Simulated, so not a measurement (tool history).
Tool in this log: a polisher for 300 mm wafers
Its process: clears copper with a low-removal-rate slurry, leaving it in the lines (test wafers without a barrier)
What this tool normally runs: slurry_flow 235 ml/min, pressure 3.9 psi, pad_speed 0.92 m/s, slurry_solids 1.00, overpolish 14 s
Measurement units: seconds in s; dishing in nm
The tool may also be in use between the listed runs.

run	hour	slurry_flow	pressure	pad_speed	slurry_solids	overpolish	incoming thickness of the incoming film, nm	seconds	dishing
1	0.0	235	3.9	0.92	1.00	18	308.5	81.9	40.7
2	13.5	235	3.9	0.92	1.00	18	307.7	82.9	41.8
3	21.2	235	3.9	0.92	1.00	14	312.0	84.6	33.2
4	36.8	235	3.9	0.92	1.00	14	312.0	85.1	33.2
5	45.0	235	3.9	0.92	1.00	14	313.2	85.2	32.7
6	52.4	235	3.9	0.92	1.00	14	316.5	84.7	31.4
# hour 58.8: slurry nozzle cleaned
7	63.6	235	3.9	0.92	1.00	14	307.3	83.8	31.9

The next listed run, before its measurement:
8	76.5	235	5.3	0.92	1.15	14	310.8	?	?

seconds: 61.8 s
dishing: 43.5 nm
Take away the tool's hidden state, keep the run-to-run variation as it was, and the same run would have given seconds 57.9 s, dishing 46.1 nm.
